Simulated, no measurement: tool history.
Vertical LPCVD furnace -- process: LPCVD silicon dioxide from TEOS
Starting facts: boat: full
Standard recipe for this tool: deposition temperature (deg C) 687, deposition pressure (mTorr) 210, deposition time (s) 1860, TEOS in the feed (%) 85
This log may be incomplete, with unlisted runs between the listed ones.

| run | hour | deposition temperature (deg C) | deposition pressure (mTorr) | deposition time (s) | TEOS in the feed (%) | wafers since the last listed run | hours since the last temperature calibration | hours since the pressure gauge was zeroed | hours since the TEOS flow controller was replaced | hours since the gauge calibration | read-back reference wafer on the same gauge, thickness | film thickness on the monitor wafer in the middle of the boat (Å) |
|---|---|---|---|---|---|---|---|---|---|---|---|---|
| 1 | 0 | 687 | 210 | 1860 | 85 | 0 | 2897.2 | 1523.6 | 145.1 | 3442.7 | 163.94 | 1766.4 |
| 2 | 88.7 | 687 | 210 | 1860 | 85 | 1174 | 2985.9 | 1612.3 | 233.8 | 3531.4 | 164.17 | 1767.3 |
| 3 | 187.8 | 687 | 210 | 1860 | 85 | 1312 | 3085 | 1711.4 | 332.9 | 3630.5 | 163.68 | 1766.7 |
|  | 210 | gauge calibrated |
| 4 | 281.5 | 687 | 175 | 1860 | 85 | 1240 | 3178.7 | 1805.1 | 426.6 | 71.5 | 163.97 | 1598.2 |
| 5 | 323.2 | 687 | 175 | 1860 | 85 | 552 | 3220.4 | 1846.8 | 468.3 | 113.2 | 163.96 | 1614.1 |
| 6 | 426.3 | 687 | 175 | 1860 | 85 | 1365 | 3323.5 | 1949.9 | 571.4 | 216.3 | 164.19 | 1615.7 |
|  | 477.8 | thermocouples replaced and temperature profile calibrated |
| 7 | 507.3 | 687 | 210 | 1860 | 85 | 754 | 29.5 | 2030.9 | 652.4 | 297.3 | 163.83 | 1668.6 |
| 8 | 575.8 | 687 | 210 | 1860 | 85 | 906 | 98 | 2099.4 | 720.9 | 365.8 | 164 | 1680 |
| 9 | 683 | 687 | 210 | 1860 | 85 | 1419 | 205.2 | 2206.6 | 828.1 | 473 | 164.01 | 1674 |
| 10 | 739 | 678 | 260 | 2280 | 72 | 741 | 261.2 | 2262.6 | 884.1 | 529 | 163.99 | 1711.2 |
|  | 799.3 | pressure gauge zeroed |
| 11 | 799.8 | 694 | 210 | 1860 | 73 | 487 | 322 | 0.5 | 944.9 | 589.8 | 163.95 | 1859.3 |
| 12 | 880 | 687 | 210 | 1860 | 85 | 1061 | 402.2 | 80.7 | 1025.1 | 670 | 163.92 | 1713.8 |
| 13 | 960.4 | 687 | 210 | 1170 | 85 | 1064 | 482.6 | 161.1 | 1105.5 | 750.4 | 164.35 | 1065.5 |
| 14 | 1057.6 | 675 | 190 | 1440 | 97 | 1286 | 579.8 | 258.3 | 1202.7 | 847.6 | 164.02 | 992.8 |
| 15 | 1127.4 | 687 | 255 | 1860 | 85 | 924 | 649.6 | 328.1 | 1272.5 | 917.4 | 163.75 | 1877.9 |
| 16 | 1234 | 687 | 210 | 1860 | 85 | 1411 | 756.2 | 434.7 | 1379.1 | 1024 | 163.92 | 1721.3 |
| 17 | 1286.1 | 687 | 210 | 2340 | 71 | 689 | 808.3 | 486.8 | 1431.2 | 1076.1 | 163.91 | 1976.3 |

Run 18, settings as shown, results not yet in. Your forecast:
| 18 | 1393.4 | 687 | 210 | 1860 | 85 | 1420 | 915.6 | 594.1 | 1538.5 | 1183.4 | ? | ? |

read-back reference wafer on the same gauge, thickness: 163.86
film thickness on the monitor wafer in the middle of the boat (Å): 1719.2
Take away the tool's hidden state, keep the run-to-run variation as it was, and the same run would have given film thickness on the monitor wafer in the middle of the boat (Å) 1665.

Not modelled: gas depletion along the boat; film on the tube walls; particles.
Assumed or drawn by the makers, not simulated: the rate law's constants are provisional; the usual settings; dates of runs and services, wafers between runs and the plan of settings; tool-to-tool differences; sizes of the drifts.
